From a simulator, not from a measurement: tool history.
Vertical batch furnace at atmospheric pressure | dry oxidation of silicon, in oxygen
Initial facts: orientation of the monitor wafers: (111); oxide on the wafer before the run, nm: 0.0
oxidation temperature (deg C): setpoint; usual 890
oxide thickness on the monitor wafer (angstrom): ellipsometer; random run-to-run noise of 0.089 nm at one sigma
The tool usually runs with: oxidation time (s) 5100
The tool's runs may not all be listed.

| run | hour | oxidation temperature (deg C) | oxidation time (s) | read-back reference wafer on the same gauge, thickness | oxide thickness on the monitor wafer (angstrom) |
|---|---|---|---|---|---|
| 1 | 0 | 890 | 5100 | 31.12 | 332.2 |
|  | 14.1 | gauge calibrated |
| 2 | 24.8 | 890 | 5100 | 31.1 | 330.9 |
| 3 | 40.3 | 890 | 5100 | 31.08 | 332.6 |
| 4 | 62.1 | 890 | 5880 | 31.11 | 366.2 |
| 5 | 77.1 | 890 | 5880 | 31.1 | 366.1 |
| 6 | 90.4 | 890 | 5880 | 31.12 | 366.9 |
| 7 | 102.5 | 890 | 4230 | 31.07 | 290.9 |
| 8 | 127 | 890 | 4230 | 31.12 | 291.1 |
| 9 | 140 | 890 | 4230 | 31.11 | 293 |
| 10 | 152 | 890 | 5100 | 31.1 | 332.8 |
| 11 | 168.2 | 890 | 5100 | 31.08 | 331.2 |
|  | 206.2 | boat lift adjusted |
| 12 | 206.7 | 890 | 5100 | 31.07 | 334.6 |
| 13 | 212.7 | 890 | 5100 | 31.11 | 333.1 |
|  | 237.2 | thermocouples replaced and temperature profile calibrated |
| 14 | 237.7 | 890 | 5100 | 31.11 | 314.8 |
| 15 | 249.2 | 873 | 2640 | 31.09 | 164.8 |
| 16 | 272.3 | 910 | 6270 | 31.12 | 444.2 |
| 17 | 296.6 | 890 | 5100 | 31.11 | 313.9 |
| 18 | 322 | 890 | 2880 | 31.13 | 211.3 |
| 19 | 334.8 | 890 | 5100 | 31.12 | 313.7 |
| 20 | 351.4 | 873 | 5100 | 31.1 | 262.7 |
| 21 | 377.2 | 890 | 5100 | 31.12 | 314.7 |
|  | 400.3 | gauge calibrated |
| 22 | 450.2 | 890 | 5100 | 31.09 | 314.9 |
| 23 | 469.4 | 910 | 7440 | 31.11 | 502 |
| 24 | 488.5 | 898 | 7050 | 31.11 | 428.1 |
| 25 | 507.9 | 890 | 7200 | 31.06 | 401.4 |
| 26 | 531.8 | 871 | 7350 | 31.11 | 334.6 |
| 27 | 541.4 | 890 | 7530 | 31.1 | 414.4 |
| 28 | 562 | 875 | 4290 | 31.1 | 239.7 |
| 29 | 580.8 | 890 | 5100 | 31.08 | 314.3 |

What if the next run were any one of these 4? Each begins from the tool's condition after run 29:
| A | 586.9 | 890 | 5100 | ? | ? |
| B | 586.9 | 882 | 5100 | ? | ? |
| C | 586.9 | 879 | 3480 | ? | ? |
| D | 586.9 | 896 | 2850 | ? | ? |

| run | read-back reference wafer on the same gauge, thickness | oxide thickness on the monitor wafer (angstrom) |
|---|---|---|
| A | 31.11 | 315.9 |
| B | 31.11 | 290.7 |
| C | 31.11 | 215.7 |
| D | 31.11 | 224.3 |
Stripped of hidden state, with their random variation kept, the same runs would have yielded:
| run | oxide thickness on the monitor wafer (angstrom) |
|---|---|
| A | 313.1 |
| B | 288.1 |
| C | 213.8 |
| D | 222.4 |
